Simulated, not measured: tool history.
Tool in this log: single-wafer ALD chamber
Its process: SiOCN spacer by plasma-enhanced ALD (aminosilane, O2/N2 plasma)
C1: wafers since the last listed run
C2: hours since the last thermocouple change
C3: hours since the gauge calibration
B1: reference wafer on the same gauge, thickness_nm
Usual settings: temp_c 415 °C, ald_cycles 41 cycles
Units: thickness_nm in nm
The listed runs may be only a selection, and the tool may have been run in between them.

{"run": 1, "hour": 0.0, "temp_c": 415, "ald_cycles": 41, "C1": 0, "C2": 705.3, "C3": 102.1, "B1": 2.541, "thickness_nm": 2.226}
{"run": 2, "hour": 70.5, "temp_c": 415, "ald_cycles": 41, "C1": 534, "C2": 775.8, "C3": 172.6, "B1": 2.538, "thickness_nm": 2.228}
{"run": 3, "hour": 114.7, "temp_c": 415, "ald_cycles": 45, "C1": 335, "C2": 820, "C3": 216.8, "B1": 2.535, "thickness_nm": 2.446}
{"run": 4, "hour": 171.4, "temp_c": 415, "ald_cycles": 45, "C1": 430, "C2": 876.7, "C3": 273.5, "B1": 2.54, "thickness_nm": 2.457}
{"run": 5, "hour": 243.3, "temp_c": 412, "ald_cycles": 41, "C1": 545, "C2": 948.6, "C3": 345.4, "B1": 2.536, "thickness_nm": 2.244}
{"run": 6, "hour": 357.4, "temp_c": 412, "ald_cycles": 41, "C1": 865, "C2": 1062.7, "C3": 459.5, "B1": 2.539, "thickness_nm": 2.231}
{"run": 7, "hour": 396.8, "temp_c": 412, "ald_cycles": 41, "C1": 298, "C2": 1102.1, "C3": 498.9, "B1": 2.541, "thickness_nm": 2.259}
{"run": 8, "hour": 431.0, "temp_c": 415, "ald_cycles": 44, "C1": 259, "C2": 1136.3, "C3": 533.1, "B1": 2.537, "thickness_nm": 2.382}
{"run": 9, "hour": 483.5, "temp_c": 415, "ald_cycles": 44, "C1": 398, "C2": 1188.8, "C3": 585.6, "B1": 2.545, "thickness_nm": 2.382}
{"run": 10, "hour": 511.6, "temp_c": 415, "ald_cycles": 44, "C1": 213, "C2": 1216.9, "C3": 613.7, "B1": 2.544, "thickness_nm": 2.379}
{"run": 11, "hour": 554.2, "temp_c": 423, "ald_cycles": 41, "C1": 323, "C2": 1259.5, "C3": 656.3, "B1": 2.544, "thickness_nm": 2.195}

What will run 12 give?
{"hour": 563.8, "done": "thermocouple changed; heater temperature recalibrated"}
{"run": 12, "hour": 606.6, "temp_c": 421, "ald_cycles": 37, "C1": 336, "C2": 42.8, "C3": 708.7, "B1": "?", "thickness_nm": "?"}

Run 12 came out at B1 2.544, thickness_nm 1.989 nm.
Had the tool carried no hidden state, the very same run would have given thickness_nm 1.989 nm.
